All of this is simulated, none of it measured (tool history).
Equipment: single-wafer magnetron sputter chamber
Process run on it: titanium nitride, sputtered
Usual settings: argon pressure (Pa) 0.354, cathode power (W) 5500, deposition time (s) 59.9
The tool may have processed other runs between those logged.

run,hour,argon pressure (Pa),cathode power (W),deposition time (s),"read-back reference wafer on the same gauge, thickness_nm",mean film thickness on the monitor wafer (angstrom)
1,0,0.437,5500,57.3,52.683,561.49
2,14.6,0.354,5850,67.5,52.741,707.13
3,29,0.354,5850,67.5,52.725,705.97
4,41.8,0.354,5850,67.5,52.685,708.97
5,54.3,0.354,5500,59.9,52.692,601.3
6,67.3,0.354,5500,59.9,52.71,600.57
7,79.3,0.354,5500,59.9,52.726,604.15
8,91.2,0.354,5500,59.9,52.675,601.17
9,102.5,0.354,5500,59.9,52.711,600.12
10,119.2,0.354,5500,59.9,52.668,599.91
11,125.7,0.354,5500,59.9,52.685,601.37
12,142.8,0.267,6800,63.3,52.677,756.9
13,176.6,0.354,5500,49.6,52.726,499.46
14,200.7,0.419,6600,69.1,52.691,779.58
15,217,0.354,4450,69.5,52.676,601.21
16,230.9,0.237,6200,56,52.696,631.14
17,276.7,0.354,5500,59.9,52.729,602.74
18,285.1,0.354,5500,66.8,52.688,667.95
19,292.5,0.354,5500,49.6,52.691,495.23
20,308.8,0.231,6700,48.1,52.692,575.66
21,338.3,0.421,4350,55,52.715,461.15
22,356.1,0.414,6300,66.8,52.67,731.51
23,375.3,0.419,6600,69.1,52.647,779.46

Not shown: 6 entries that the log had between the listed runs. Between which runs, and how does the tool's hidden state differ before and after?
After run 11, before run 12: gauge calibrated (hour 131.7)
  the hidden state is the same at both runs
After run 12, before run 13: sputter target and shields replaced (hour 176.1)
  the hidden state is the same at both runs
After run 16, before run 17: capacitance manometer re-zeroed and calibrated (hour 273.7); magnet pack replaced (hour 276.2)
  the hidden state is the same at both runs
After run 20, before run 21: gauge calibrated (hour 336.5)
  the hidden state is the same at both runs
After run 22, before run 23: sputter target and shields replaced (hour 374.8)
  the hidden state is the same at both runs
